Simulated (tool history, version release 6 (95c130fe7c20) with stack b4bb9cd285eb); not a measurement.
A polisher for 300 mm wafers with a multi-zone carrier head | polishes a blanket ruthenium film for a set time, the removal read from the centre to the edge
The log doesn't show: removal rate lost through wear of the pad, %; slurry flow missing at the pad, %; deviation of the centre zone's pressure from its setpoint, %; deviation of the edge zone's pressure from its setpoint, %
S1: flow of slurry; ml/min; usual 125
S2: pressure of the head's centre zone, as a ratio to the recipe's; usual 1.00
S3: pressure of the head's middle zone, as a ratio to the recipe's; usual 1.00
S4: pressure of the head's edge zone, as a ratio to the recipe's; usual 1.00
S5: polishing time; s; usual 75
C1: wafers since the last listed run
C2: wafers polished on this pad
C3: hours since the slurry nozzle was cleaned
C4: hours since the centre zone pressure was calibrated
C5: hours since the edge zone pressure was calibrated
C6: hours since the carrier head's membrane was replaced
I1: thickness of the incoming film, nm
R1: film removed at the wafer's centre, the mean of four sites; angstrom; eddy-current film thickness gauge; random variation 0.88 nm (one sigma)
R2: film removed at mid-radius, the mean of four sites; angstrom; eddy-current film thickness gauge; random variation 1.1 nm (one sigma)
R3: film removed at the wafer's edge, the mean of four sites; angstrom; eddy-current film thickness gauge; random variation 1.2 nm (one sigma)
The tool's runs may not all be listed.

{"run": 1, "hour": 0.0, "S1": 150, "S2": 0.94, "S3": 1.0, "S4": 1.0, "S5": 75, "C1": 0, "C2": 883, "C3": 606.7, "C4": 1179.6, "C5": 793.9, "C6": 2030.9, "I1": 437.7, "R1": 810, "R2": 958, "R3": 958}
{"run": 2, "hour": 7.5, "S1": 125, "S2": 1.0, "S3": 1.0, "S4": 1.0, "S5": 75, "C1": 100, "C2": 983, "C3": 614.2, "C4": 1187.1, "C5": 801.4, "C6": 2038.4, "I1": 437.7, "R1": 800, "R2": 932, "R3": 941}
{"hour": 14.7, "done": "centre zone pressure recalibrated"}
{"hour": 19.8, "done": "worn pad replaced by a new one"}
{"hour": 19.9, "done": "slurry nozzle cleaned"}
{"run": 3, "hour": 20.5, "S1": 125, "S2": 1.0, "S3": 1.0, "S4": 1.0, "S5": 75, "C1": 92, "C2": 8, "C3": 0.6, "C4": 5.8, "C5": 814.4, "C6": 2051.4, "I1": 422.6, "R1": 958, "R2": 982, "R3": 979}
{"run": 4, "hour": 34.8, "S1": 125, "S2": 1.0, "S3": 1.0, "S4": 1.0, "S5": 75, "C1": 190, "C2": 199, "C3": 14.9, "C4": 20.1, "C5": 828.7, "C6": 2065.7, "I1": 437.1, "R1": 956, "R2": 970, "R3": 989}
{"run": 5, "hour": 43.2, "S1": 125, "S2": 1.0, "S3": 1.0, "S4": 1.0, "S5": 75, "C1": 112, "C2": 311, "C3": 23.3, "C4": 28.5, "C5": 837.1, "C6": 2074.1, "I1": 428.7, "R1": 945, "R2": 951, "R3": 976}
{"run": 6, "hour": 56.9, "S1": 125, "S2": 1.0, "S3": 1.0, "S4": 1.0, "S5": 75, "C1": 182, "C2": 493, "C3": 37.0, "C4": 42.2, "C5": 850.8, "C6": 2087.8, "I1": 429.5, "R1": 949, "R2": 933, "R3": 980}
{"run": 7, "hour": 64.8, "S1": 110, "S2": 0.95, "S3": 0.89, "S4": 1.0, "S5": 75, "C1": 105, "C2": 599, "C3": 44.9, "C4": 50.1, "C5": 858.7, "C6": 2095.7, "I1": 428.3, "R1": 847, "R2": 833, "R3": 933}
{"hour": 71.7, "done": "carrier head's membrane replaced by a new one"}
{"run": 8, "hour": 78.1, "S1": 125, "S2": 1.0, "S3": 1.0, "S4": 1.06, "S5": 63, "C1": 110, "C2": 709, "C3": 58.2, "C4": 63.4, "C5": 872.0, "C6": 6.4, "I1": 429.3, "R1": 780, "R2": 793, "R3": 813}
{"run": 9, "hour": 86.2, "S1": 125, "S2": 1.0, "S3": 1.0, "S4": 1.0, "S5": 75, "C1": 108, "C2": 818, "C3": 66.3, "C4": 71.5, "C5": 880.1, "C6": 14.5, "I1": 429.8, "R1": 927, "R2": 932, "R3": 943}
{"run": 10, "hour": 95.0, "S1": 125, "S2": 0.93, "S3": 1.0, "S4": 1.0, "S5": 51, "C1": 117, "C2": 935, "C3": 75.1, "C4": 80.3, "C5": 888.9, "C6": 23.3, "I1": 432.3, "R1": 594, "R2": 624, "R3": 636}
{"run": 11, "hour": 105.0, "S1": 125, "S2": 1.03, "S3": 1.12, "S4": 1.04, "S5": 75, "C1": 133, "C2": 1068, "C3": 85.1, "C4": 90.3, "C5": 898.9, "C6": 33.3, "I1": 425.6, "R1": 944, "R2": 1006, "R3": 940}
{"hour": 109.0, "done": "edge zone pressure recalibrated"}
{"hour": 116.5, "done": "worn pad replaced by a new one"}
{"run": 12, "hour": 120.4, "S1": 125, "S2": 0.94, "S3": 1.0, "S4": 1.0, "S5": 75, "C1": 125, "C2": 52, "C3": 100.5, "C4": 105.7, "C5": 11.4, "C6": 48.7, "I1": 435.4, "R1": 937, "R2": 986, "R3": 989}
{"run": 13, "hour": 166.4, "S1": 125, "S2": 1.0, "S3": 1.0, "S4": 1.0, "S5": 86, "C1": 613, "C2": 665, "C3": 146.5, "C4": 151.7, "C5": 57.4, "C6": 94.7, "I1": 433.1, "R1": 1085, "R2": 1063, "R3": 1113}
{"run": 14, "hour": 173.1, "S1": 125, "S2": 1.0, "S3": 1.0, "S4": 1.11, "S5": 75, "C1": 89, "C2": 755, "C3": 153.2, "C4": 158.4, "C5": 64.1, "C6": 101.4, "I1": 431.3, "R1": 933, "R2": 954, "R3": 966}
{"run": 15, "hour": 190.2, "S1": 125, "S2": 1.08, "S3": 1.0, "S4": 1.0, "S5": 75, "C1": 228, "C2": 983, "C3": 170.3, "C4": 175.5, "C5": 81.2, "C6": 118.5, "I1": 428.6, "R1": 967, "R2": 909, "R3": 947}
{"hour": 199.3, "done": "worn pad replaced by a new one"}
{"run": 16, "hour": 206.7, "S1": 125, "S2": 1.0, "S3": 1.0, "S4": 1.0, "S5": 75, "C1": 166, "C2": 98, "C3": 186.8, "C4": 192.0, "C5": 97.7, "C6": 135.0, "I1": 426.3, "R1": 966, "R2": 998, "R3": 995}
{"run": 17, "hour": 219.3, "S1": 125, "S2": 1.0, "S3": 1.0, "S4": 1.0, "S5": 75, "C1": 168, "C2": 266, "C3": 199.4, "C4": 204.6, "C5": 110.3, "C6": 147.6, "I1": 429.8, "R1": 948, "R2": 961, "R3": 982}
{"run": 18, "hour": 237.1, "S1": 125, "S2": 1.0, "S3": 1.0, "S4": 1.0, "S5": 75, "C1": 237, "C2": 504, "C3": 217.2, "C4": 222.4, "C5": 128.1, "C6": 165.4, "I1": 423.8, "R1": 929, "R2": 978, "R3": 968}
{"run": 19, "hour": 246.7, "S1": 125, "S2": 1.0, "S3": 0.9, "S4": 1.0, "S5": 75, "C1": 128, "C2": 632, "C3": 226.8, "C4": 232.0, "C5": 137.7, "C6": 175.0, "I1": 434.9, "R1": 930, "R2": 864, "R3": 985}
{"run": 20, "hour": 252.9, "S1": 125, "S2": 1.0, "S3": 1.0, "S4": 1.0, "S5": 75, "C1": 82, "C2": 715, "C3": 233.0, "C4": 238.2, "C5": 143.9, "C6": 181.2, "I1": 427.3, "R1": 925, "R2": 953, "R3": 950}
{"run": 21, "hour": 266.5, "S1": 165, "S2": 1.04, "S3": 1.0, "S4": 1.0, "S5": 75, "C1": 181, "C2": 896, "C3": 246.6, "C4": 251.8, "C5": 157.5, "C6": 194.8, "I1": 423.5, "R1": 990, "R2": 988, "R3": 983}
{"run": 22, "hour": 274.3, "S1": 125, "S2": 1.04, "S3": 1.09, "S4": 1.0, "S5": 75, "C1": 104, "C2": 1000, "C3": 254.4, "C4": 259.6, "C5": 165.3, "C6": 202.6, "I1": 422.0, "R1": 949, "R2": 998, "R3": 940}
{"run": 23, "hour": 282.9, "S1": 80, "S2": 1.0, "S3": 1.0, "S4": 1.0, "S5": 75, "C1": 114, "C2": 1115, "C3": 263.0, "C4": 268.2, "C5": 173.9, "C6": 211.2, "I1": 426.1, "R1": 767, "R2": 801, "R3": 849}

Forecast each of these 3 alternatives for the next run:
{"run": "A", "hour": 283.3, "S1": 125, "S2": 1.0, "S3": 1.0, "S4": 1.0, "S5": 75, "C1": 5, "C2": 1120, "C3": 263.4, "C4": 268.6, "C5": 174.3, "C6": 211.6, "I1": 435.4, "R1": "?", "R2": "?", "R3": "?"}
{"run": "B", "hour": 283.3, "S1": 170, "S2": 1.0, "S3": 1.0, "S4": 0.9, "S5": 95, "C1": 5, "C2": 1120, "C3": 263.4, "C4": 268.6, "C5": 174.3, "C6": 211.6, "I1": 435.4, "R1": "?", "R2": "?", "R3": "?"}
{"run": "C", "hour": 283.3, "S1": 90, "S2": 1.0, "S3": 1.12, "S4": 1.09, "S5": 101, "C1": 5, "C2": 1120, "C3": 263.4, "C4": 268.6, "C5": 174.3, "C6": 211.6, "I1": 435.4, "R1": "?", "R2": "?", "R3": "?"}

run=A R1=918 R2=923 R3=944
run=B R1=1251 R2=1247 R3=1210
run=C R1=1104 R2=1239 R3=1221
Without the tool's hidden state the same runs would have given:
run=A R1=975 R2=978 R3=1000
run=B R1=1329 R2=1321 R3=1282
run=C R1=1172 R2=1313 R3=1294
